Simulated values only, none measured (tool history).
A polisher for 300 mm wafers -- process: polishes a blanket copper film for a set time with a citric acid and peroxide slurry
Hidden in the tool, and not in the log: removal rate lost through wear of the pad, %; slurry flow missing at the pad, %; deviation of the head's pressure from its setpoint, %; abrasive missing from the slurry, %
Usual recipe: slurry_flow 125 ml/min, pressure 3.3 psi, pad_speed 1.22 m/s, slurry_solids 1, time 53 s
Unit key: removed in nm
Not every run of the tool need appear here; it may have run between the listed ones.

| run | hour | slurry_flow | pressure | pad_speed | slurry_solids | time | wafers since the last listed run | wafers polished on this pad | hours since the slurry nozzle was cleaned | hours since the head pressure was calibrated | hours since the slurry blender was calibrated | incoming thickness of the incoming film, nm | removed |
|---|---|---|---|---|---|---|---|---|---|---|---|---|---|
| 1 | 0 | 125 | 2.5 | 1.22 | 1 | 53 | 0 | 3676 | 533.6 | 161.6 | 293.3 | 1022.1 | 119.3 |
| 2 | 92.1 | 125 | 3.3 | 1.22 | 1 | 53 | 607 | 4284 | 625.7 | 253.7 | 385.4 | 1035.6 | 164.1 |
| 3 | 197.2 | 110 | 3.3 | 1.22 | 1 | 53 | 693 | 4977 | 730.8 | 358.8 | 490.5 | 1012.9 | 153.5 |
|  | 237.8 | worn pad replaced by a new one |
| 4 | 268.3 | 110 | 3.3 | 1.22 | 1 | 53 | 442 | 201 | 801.9 | 429.9 | 561.6 | 1034.2 | 155.1 |
|  | 331.2 | slurry nozzle cleaned |
| 5 | 352.5 | 110 | 3.3 | 1.22 | 1 | 53 | 549 | 750 | 21.3 | 514.1 | 645.8 | 1047.3 | 173.5 |
| 6 | 443.8 | 125 | 3.3 | 1.22 | 1.15 | 44 | 602 | 1353 | 112.6 | 605.4 | 737.1 | 1038.4 | 152.4 |
|  | 469 | slurry blender recalibrated |
| 7 | 487.3 | 125 | 3.3 | 1.22 | 1 | 53 | 273 | 1627 | 156.1 | 648.9 | 18.3 | 1051.2 | 175.9 |
| 8 | 585.3 | 125 | 3.3 | 1.22 | 1 | 53 | 646 | 2273 | 254.1 | 746.9 | 116.3 | 1031.3 | 173.7 |
| 9 | 630.3 | 125 | 3.8 | 1.22 | 1 | 53 | 296 | 2570 | 299.1 | 791.9 | 161.3 | 1040.7 | 202.1 |
|  | 638.2 | head pressure recalibrated |
| 10 | 714.7 | 125 | 3.3 | 1.22 | 1 | 53 | 543 | 3114 | 383.5 | 76.5 | 245.7 | 1027.2 | 162 |
| 11 | 775.8 | 125 | 2.5 | 1.22 | 1.1 | 53 | 403 | 3517 | 444.6 | 137.6 | 306.8 | 1033.5 | 125.7 |
|  | 863.3 | worn pad replaced by a new one |
| 12 | 878.2 | 125 | 3.3 | 1.22 | 0.9 | 53 | 649 | 98 | 547 | 240 | 409.2 | 1021.1 | 162.7 |
| 13 | 920 | 125 | 2.4 | 0.9 | 1 | 69 | 275 | 373 | 588.8 | 281.8 | 451 | 1018.4 | 134.7 |
| 14 | 957.7 | 125 | 3.3 | 1.22 | 1 | 53 | 248 | 622 | 626.5 | 319.5 | 488.7 | 1035 | 166.3 |
| 15 | 1042 | 90 | 3.3 | 1.22 | 1 | 53 | 556 | 1179 | 710.8 | 403.8 | 573 | 1030.6 | 148.7 |
| 16 | 1117.6 | 125 | 3.3 | 1.22 | 1 | 36 | 498 | 1678 | 786.4 | 479.4 | 648.6 | 1022.3 | 116.5 |
|  | 1158.6 | slurry blender recalibrated |
|  | 1221.6 | slurry nozzle cleaned |
| 17 | 1222.9 | 125 | 3.3 | 1.22 | 1 | 53 | 675 | 2353 | 1.3 | 584.7 | 64.3 | 1023.6 | 182.6 |
|  | 1292.4 | head pressure recalibrated |
| 18 | 1298 | 85 | 3.3 | 1.22 | 1 | 35 | 482 | 2835 | 76.4 | 5.6 | 139.4 | 1052 | 93.2 |
| 19 | 1370.6 | 125 | 2.5 | 1.22 | 1.1 | 53 | 479 | 3314 | 149 | 78.2 | 212 | 1034.4 | 128.3 |
| 20 | 1465.3 | 125 | 3.3 | 1.22 | 1 | 53 | 625 | 3939 | 243.7 | 172.9 | 306.7 | 1013.6 | 165.9 |
|  | 1593.1 | worn pad replaced by a new one |
| 21 | 1593.6 | 100 | 3.8 | 1.22 | 1 | 47 | 820 | 3 | 372 | 301.2 | 435 | 1025.1 | 158.4 |
| 22 | 1681.4 | 85 | 3.3 | 1.22 | 1 | 53 | 579 | 582 | 459.8 | 389 | 522.8 | 1034.8 | 145.1 |
| 23 | 1758.5 | 125 | 2.7 | 1.04 | 1 | 37 | 508 | 1091 | 536.9 | 466.1 | 599.9 | 1032.5 | 86.1 |
| 24 | 1830.1 | 125 | 3.3 | 1.22 | 1 | 53 | 472 | 1564 | 608.5 | 537.7 | 671.5 | 1027.9 | 170.6 |
|  | 1865.8 | slurry blender recalibrated |
| 25 | 1892.8 | 125 | 3.3 | 1.22 | 1 | 53 | 400 | 1964 | 671.2 | 600.4 | 27 | 1029.7 | 167.5 |
| 26 | 1981.7 | 125 | 3.6 | 1.5 | 1 | 53 | 586 | 2551 | 760.1 | 689.3 | 115.9 | 1027.9 | 205.6 |
|  | 2005.7 | slurry nozzle cleaned |
|  | 2009.3 | head pressure recalibrated |
| 27 | 2046.5 | 140 | 4.2 | 1.22 | 0.8 | 48 | 407 | 2959 | 40.8 | 37.2 | 180.7 | 1015.8 | 185.2 |
| 28 | 2118.3 | 90 | 2.6 | 1.22 | 1.2 | 48 | 473 | 3433 | 112.6 | 109 | 252.5 | 1032.3 | 110.7 |
| 29 | 2222.4 | 125 | 3.3 | 0.88 | 0.85 | 53 | 687 | 4120 | 216.7 | 213.1 | 356.6 | 1016.1 | 135.2 |

Give the tool's hidden conditions for every run:
removal rate lost through wear of the pad, %: 0 at every run
abrasive missing from the slurry, %: 0 at every run
H1: slurry flow missing at the pad, %
H2: deviation of the head's pressure from its setpoint, %
| run | H1 | H2 |
|---|---|---|
| 1 | 26.5 | 5.65 |
| 2 | 27.6 | 7.59 |
| 3 | 28.4 | 9.06 |
| 4 | 28.8 | 9.74 |
| 5 | 2.77 | 10.3 |
| 6 | 10.3 | 10.8 |
| 7 | 13.1 | 10.9 |
| 8 | 17.8 | 11.2 |
| 9 | 19.5 | 11.3 |
| 10 | 21.9 | 5.34 |
| 11 | 23.2 | 7.29 |
| 12 | 24.8 | 9.63 |
| 13 | 25.3 | 10.3 |
| 14 | 25.7 | 10.9 |
| 15 | 26.4 | 11.8 |
| 16 | 26.9 | 12.4 |
| 17 | 4.16 | 13 |
| 18 | 11 | 0.721 |
| 19 | 16.1 | 3.78 |
| 20 | 20.8 | 6.59 |
| 21 | 25 | 9 |
| 22 | 26.9 | 10 |
| 23 | 28.1 | 10.7 |
| 24 | 29 | 11.1 |
| 25 | 29.6 | 11.4 |
| 26 | 30.2 | 11.7 |
| 27 | 5.51 | 0.24 |
| 28 | 11.2 | 2.89 |
| 29 | 17.1 | 5.56 |

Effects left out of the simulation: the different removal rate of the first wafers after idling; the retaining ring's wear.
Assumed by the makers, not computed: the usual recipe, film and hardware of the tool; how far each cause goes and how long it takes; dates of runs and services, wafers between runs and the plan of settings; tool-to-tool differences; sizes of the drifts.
